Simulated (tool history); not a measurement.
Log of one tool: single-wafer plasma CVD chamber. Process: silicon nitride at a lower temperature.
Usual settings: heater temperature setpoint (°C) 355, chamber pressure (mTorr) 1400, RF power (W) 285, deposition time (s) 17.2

run     day  heater temperature setpoint (°C)  chamber pressure (mTorr)  RF power (W)  deposition time (s)  read-back reference wafer on the same gauge, thickness_nm  mean film thickness on the monitor wafer (angstrom)
  1       0                               355                      1400           285                 17.2                                                     16.105                                               185.94
  2   3.475                               355                      1300           285                 17.2                                                     16.097                                               181.71
  3   7.888                               355                      1300           285                 17.2                                                     16.099                                               181.61
  4  12.133                               355                      1300           285                 17.2                                                     16.105                                               181.99
  5  14.767                               355                      1400           285                 17.2                                                     16.097                                               185.31
     15.317  -- RF generator calibrated
     16.625  -- thermocouple changed; heater temperature recalibrated
  6  16.646                               355                      1400           285                 17.2                                                     16.102                                                187.5
  7  19.188                               361                      1400           285                 15.3                                                     16.104                                               167.44
  8  23.529                               355                      1400           285                 17.2                                                     16.101                                               188.77
  9  26.588                               355                      1400           285                 17.2                                                     16.095                                               188.02
 10  28.646                               355                      1400           285                 17.2                                                     16.095                                               188.22
 11  31.421                               355                      1400           285                 17.2                                                     16.096                                               187.61
 12  34.371                               355                      1400           285                 17.2                                                     16.098                                               186.74
 13  38.471                               355                      1400           285                 17.2                                                     16.111                                                186.9
 14  41.946                               355                      1400           285                 17.2                                                     16.101                                               186.33
     51.362  -- RF generator calibrated
 15  52.442                               367                      1630           250                 20.6                                                     16.098                                               209.82
     52.829  -- showerhead replaced
 16  54.842                               355                      1680           285                 17.2                                                     16.096                                               199.49
 17  59.329                               355                      1400           285                 17.2                                                       16.1                                               189.04
     60.896  -- gauge calibrated
 18  62.404                               345                      1400           250                 17.2                                                     16.099                                               168.86
 19  66.338                               355                      1520           285                 17.2                                                     16.095                                               193.64
     69.779  -- thermocouple changed; heater temperature recalibrated
 20    69.8                               355                      1110           285                 15.9                                                     16.096                                               161.37
     70.888  -- capacitance manometer re-zeroed and calibrated
 21  72.679                               355                      1400           285                 17.2                                                     16.102                                               184.87
 22  74.996                               343                      1700           285                   16                                                       16.1                                               183.39
 23  76.925                               355                      1400           335                 17.2                                                     16.097                                               211.25
 24  79.629                               355                      1400           285                 19.3                                                     16.105                                               208.44
       83.8  -- RF generator calibrated
 25  83.821                               370                      1500           300                   16                                                     16.098                                               184.41
 26  86.021                               355                      1600           260                 17.2                                                     16.102                                               180.07
 27  90.021                               365                      1600           335                 17.2                                                     16.104                                               221.23
 28  93.667                               355                      1510           235                 17.2                                                     16.093                                                161.4

Hidden state or all else? Some run-to-run changes of mean film thickness on the monitor wafer (angstrom), split into what the settings, what came in and random variation would give without the hidden state, and what is left for the hidden state (with any gauge scatter that isn't in both results):
The hidden state here: wafer temperature above the value expected at the setpoint (K); delivered RF power above the setpoint (%); true pressure above the setpoint (%); gauge reads high (%).
Run 5 -> 6: RF generator calibrated, thermocouple changed; heater temperature recalibrated. mean film thickness on the monitor wafer (angstrom) +2.19: hidden state +2.4, all else -0.21.
Run 20 -> 21: chamber pressure (mTorr) 1110 -> 1400, deposition time (s) 15.9 -> 17.2, capacitance manometer re-zeroed and calibrated. mean film thickness on the monitor wafer (angstrom) +23.5: hidden state -2.9, all else +26.4.
Run 26 -> 27: heater temperature setpoint (°C) 355 -> 365, RF power (W) 260 -> 335. mean film thickness on the monitor wafer (angstrom) +41.16: hidden state +0.51, all else +40.65.
Run 27 -> 28: heater temperature setpoint (°C) 365 -> 355, chamber pressure (mTorr) 1600 -> 1510, RF power (W) 335 -> 235. mean film thickness on the monitor wafer (angstrom) -59.83: hidden state -0.37, all else -59.46.
